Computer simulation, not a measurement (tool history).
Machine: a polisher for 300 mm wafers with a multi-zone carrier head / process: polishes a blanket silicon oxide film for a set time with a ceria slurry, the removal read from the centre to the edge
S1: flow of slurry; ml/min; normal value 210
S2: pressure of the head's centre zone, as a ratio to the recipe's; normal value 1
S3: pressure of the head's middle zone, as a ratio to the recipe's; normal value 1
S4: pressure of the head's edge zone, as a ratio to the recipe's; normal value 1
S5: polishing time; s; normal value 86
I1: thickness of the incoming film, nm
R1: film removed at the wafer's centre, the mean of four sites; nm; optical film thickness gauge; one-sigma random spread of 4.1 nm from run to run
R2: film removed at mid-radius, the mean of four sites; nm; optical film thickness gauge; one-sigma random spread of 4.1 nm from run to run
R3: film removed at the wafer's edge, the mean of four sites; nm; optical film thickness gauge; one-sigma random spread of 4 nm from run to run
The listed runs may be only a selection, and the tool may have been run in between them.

run     day   S1    S2    S3    S4   S5      I1     R1     R2     R3
  1       0  140     1     1     1   86  1163.3  349.8  324.1  334.3
  2   0.442  155  0.89  0.92  0.92   86  1162.6  318.7  304.7  323.6
  3   1.046  210     1  1.05     1   86  1175.9  380.5  358.9  344.8
  4   1.554  165  1.11  1.04     1   86  1162.3  392.2  343.2  337.2
  5   1.862  210     1     1     1   61  1155.1  265.6  243.9  252.2
  6   2.417  210     1     1     1   86  1169.6  382.8  353.4  350.3
  7   3.079  210     1     1     1   61  1166.1  273.3  245.2  248.4
  8   3.808  140  0.94     1     1   86  1163.6  344.2  320.5  329.8
      4.183  -- centre zone pressure recalibrated
      4.308  -- worn pad replaced by a new one
  9   4.329  180     1     1  0.97   86  1150.2  338.3  349.8    335
 10   4.579  210  1.07  1.08  1.05   94  1167.7  405.5  401.1  389.5
      4.825  -- edge zone pressure recalibrated
 11    4.95  210  1.03   0.9  1.11   86  1143.7  358.9  319.5  366.9
 12   5.233  210     1  0.89     1   86  1152.6  341.3  317.2  350.3
      5.512  -- slurry nozzle cleaned
 13   5.558  145     1     1     1   60  1155.6  226.8    228  233.8
 14   6.296  210     1     1     1   66  1151.2  270.1  262.4  270.3
 15   7.004  210     1  0.94  1.08   86  1155.9  341.3  325.6  370.5
 16   7.471  210     1  1.05     1   86  1154.9  346.3  368.8  341.4
 17   7.846  210     1     1     1   86  1166.1    351  347.7  348.2
 18   8.096  210     1     1     1   86  1168.5  349.4  352.5  344.6
 19   8.442  210   0.9   1.1     1  115  1171.3  429.1  494.2  473.1
 20   9.133  210     1   1.1  1.07   86  1177.6  357.2  376.7    351
 21   9.767  210     1  0.97  1.06   86  1166.7  351.3  340.5    361
 22  10.046  210     1  1.11  1.09   86    1155  343.7  379.9  363.8
     11.579  -- worn pad replaced by a new one
 23  11.992  210     1  1.11     1   86  1166.2  343.6    380  350.4

How would selected steps in R1 from run to run divide? Give the signed amount a tool lacking its hidden state would still show from settings, what came in and random variation, and the signed amount left for the hidden state, including any gauge scatter that is not in both of the compared results.
Hidden state present: removal rate lost through wear of the pad, %; slurry flow missing at the pad, %; deviation of the centre zone's pressure from its setpoint, %; deviation of the edge zone's pressure from its setpoint, %.
Run 4 -> 5: S1 165 -> 210, S2 1.11 -> 1, S3 1.04 -> 1, S5 86 -> 61. R1 -126.6 nm: hidden state -10.8, all else -115.8.
Run 5 -> 6: S5 61 -> 86. R1 +117.2 nm: hidden state +11.3, all else +105.9.
Run 8 -> 9: S1 140 -> 180, S2 0.94 -> 1, S4 1 -> 0.97, centre zone pressure recalibrated, worn pad replaced by a new one. R1 -5.9 nm: hidden state -31.8, all else +25.9.
